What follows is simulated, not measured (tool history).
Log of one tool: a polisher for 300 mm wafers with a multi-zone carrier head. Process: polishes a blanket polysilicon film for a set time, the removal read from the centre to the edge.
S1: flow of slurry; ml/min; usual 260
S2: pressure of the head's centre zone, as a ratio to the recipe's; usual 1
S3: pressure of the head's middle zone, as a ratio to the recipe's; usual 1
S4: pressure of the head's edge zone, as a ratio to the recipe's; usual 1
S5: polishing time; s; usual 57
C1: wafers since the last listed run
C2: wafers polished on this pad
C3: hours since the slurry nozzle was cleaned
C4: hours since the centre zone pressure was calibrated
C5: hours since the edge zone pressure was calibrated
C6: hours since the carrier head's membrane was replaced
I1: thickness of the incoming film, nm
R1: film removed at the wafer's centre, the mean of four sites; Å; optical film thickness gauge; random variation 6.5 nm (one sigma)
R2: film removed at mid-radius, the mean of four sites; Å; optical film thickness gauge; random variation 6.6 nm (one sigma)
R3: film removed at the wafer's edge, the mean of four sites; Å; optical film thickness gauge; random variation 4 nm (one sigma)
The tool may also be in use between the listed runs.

| run | hour | S1 | S2 | S3 | S4 | S5 | C1 | C2 | C3 | C4 | C5 | C6 | I1 | R1 | R2 | R3 |
|---|---|---|---|---|---|---|---|---|---|---|---|---|---|---|---|---|
| 1 | 0 | 305 | 0.95 | 1 | 1 | 57 | 0 | 1838 | 446.5 | 762.9 | 856.9 | 921.7 | 1299.8 | 5049 | 5407 | 5239 |
| 2 | 54.4 | 305 | 0.95 | 1 | 1 | 57 | 438 | 2276 | 500.9 | 817.3 | 911.3 | 976.1 | 1281.8 | 4968 | 5378 | 5257 |
| 3 | 134.2 | 305 | 0.95 | 1 | 1 | 57 | 642 | 2919 | 580.7 | 897.1 | 991.1 | 1055.9 | 1280.1 | 5018 | 5366 | 5261 |
| 4 | 234.2 | 320 | 1 | 0.93 | 0.95 | 47 | 805 | 3724 | 680.7 | 997.1 | 1091.1 | 1155.9 | 1293.7 | 4217 | 4178 | 4259 |
|  | 244.7 | slurry nozzle cleaned |
|  | 275.6 | centre zone pressure recalibrated |
| 5 | 278.7 | 260 | 1 | 1 | 1 | 57 | 334 | 4058 | 34 | 3.1 | 1135.6 | 1200.4 | 1275.8 | 5374 | 5500 | 5296 |
|  | 350.7 | carrier head's membrane replaced by a new one |
|  | 360.6 | worn pad replaced by a new one |
| 6 | 368.2 | 260 | 1 | 1 | 1 | 57 | 648 | 60 | 123.5 | 92.6 | 1225.1 | 17.5 | 1290 | 5246 | 5546 | 5284 |
| 7 | 459.6 | 260 | 1 | 1 | 1 | 57 | 735 | 796 | 214.9 | 184 | 1316.5 | 108.9 | 1288.7 | 5304 | 5351 | 5328 |
|  | 573.5 | edge zone pressure recalibrated |
| 8 | 698.4 | 260 | 1.03 | 1 | 1.1 | 57 | 1906 | 2703 | 453.7 | 422.8 | 124.9 | 347.7 | 1285.4 | 5257 | 5322 | 5477 |
|  | 797.1 | slurry nozzle cleaned |
| 9 | 800.9 | 260 | 1 | 1 | 1 | 57 | 817 | 3521 | 3.8 | 525.3 | 227.4 | 450.2 | 1279.9 | 5499 | 5618 | 5370 |
|  | 887.9 | worn pad replaced by a new one |
| 10 | 899.3 | 260 | 1 | 1 | 1.06 | 57 | 760 | 91 | 102.2 | 623.7 | 325.8 | 548.6 | 1282.3 | 5312 | 5494 | 5465 |
| 11 | 988 | 260 | 1.08 | 1 | 1 | 57 | 714 | 805 | 190.9 | 712.4 | 414.5 | 637.3 | 1295.5 | 5629 | 5456 | 5290 |
| 12 | 1042.2 | 260 | 1 | 1 | 1 | 57 | 436 | 1242 | 245.1 | 766.6 | 468.7 | 691.5 | 1281 | 5188 | 5400 | 5256 |
| 13 | 1081.7 | 310 | 1 | 1.07 | 1 | 57 | 318 | 1560 | 284.6 | 806.1 | 508.2 | 731 | 1285.2 | 5213 | 5674 | 5250 |
| 14 | 1183.1 | 260 | 1.03 | 1 | 1.1 | 57 | 816 | 2376 | 386 | 907.5 | 609.6 | 832.4 | 1266 | 5360 | 5186 | 5401 |
| 15 | 1284 | 260 | 0.92 | 1 | 1 | 57 | 812 | 3189 | 486.9 | 1008.4 | 710.5 | 933.3 | 1293.3 | 4708 | 5148 | 5236 |
|  | 1338.1 | centre zone pressure recalibrated |
| 16 | 1356 | 225 | 1.05 | 0.93 | 1 | 57 | 563 | 3753 | 558.9 | 17.9 | 782.5 | 1005.3 | 1279.3 | 5218 | 4835 | 5100 |
| 17 | 1404.8 | 335 | 1 | 1 | 1 | 44 | 392 | 4146 | 607.7 | 66.7 | 831.3 | 1054.1 | 1282.4 | 4125 | 4261 | 4077 |
|  | 1423.5 | worn pad replaced by a new one |
|  | 1430.4 | slurry nozzle cleaned |
| 18 | 1451.2 | 260 | 1 | 1 | 1 | 57 | 333 | 215 | 20.8 | 113.1 | 877.7 | 1100.5 | 1260.5 | 5498 | 5624 | 5381 |
| 19 | 1490 | 195 | 1 | 1 | 1 | 71 | 312 | 527 | 59.6 | 151.9 | 916.5 | 1139.3 | 1293.6 | 6355 | 6509 | 6497 |
| 20 | 1566 | 335 | 1 | 1 | 1 | 44 | 611 | 1139 | 135.6 | 227.9 | 992.5 | 1215.3 | 1285.6 | 4140 | 4349 | 4160 |
| 21 | 1642.2 | 235 | 1.06 | 1 | 1 | 57 | 613 | 1753 | 211.8 | 304.1 | 1068.7 | 1291.5 | 1273.8 | 5421 | 5430 | 5172 |
| 22 | 1745.4 | 260 | 1 | 1 | 1 | 45 | 830 | 2584 | 315 | 407.3 | 1171.9 | 1394.7 | 1297.2 | 4002 | 4171 | 4130 |
|  | 1794.5 | edge zone pressure recalibrated |
| 23 | 1822.7 | 260 | 1 | 1 | 0.94 | 57 | 606 | 3190 | 392.3 | 484.6 | 28.2 | 1472 | 1272.3 | 5138 | 5392 | 5047 |

Forecast each of these 3 alternatives for the next run:
| A | 1823.1 | 260 | 0.91 | 1 | 1 | 57 | 3 | 3193 | 392.7 | 485 | 28.6 | 1472.4 | 1282.4 | ? | ? | ? |
| B | 1823.1 | 220 | 1 | 1 | 1.08 | 50 | 3 | 3193 | 392.7 | 485 | 28.6 | 1472.4 | 1282.4 | ? | ? | ? |
| C | 1823.1 | 260 | 1 | 1 | 0.92 | 57 | 3 | 3193 | 392.7 | 485 | 28.6 | 1472.4 | 1282.4 | ? | ? | ? |

| run | R1 | R2 | R3 |
|---|---|---|---|
| A | 4717 | 5350 | 5154 |
| B | 4438 | 4587 | 4620 |
| C | 5187 | 5348 | 4954 |
Without the tool's hidden state the same runs would have given:
| run | R1 | R2 | R3 |
|---|---|---|---|
| A | 4984 | 5622 | 5347 |
| B | 4726 | 4853 | 4815 |
| C | 5481 | 5620 | 5140 |
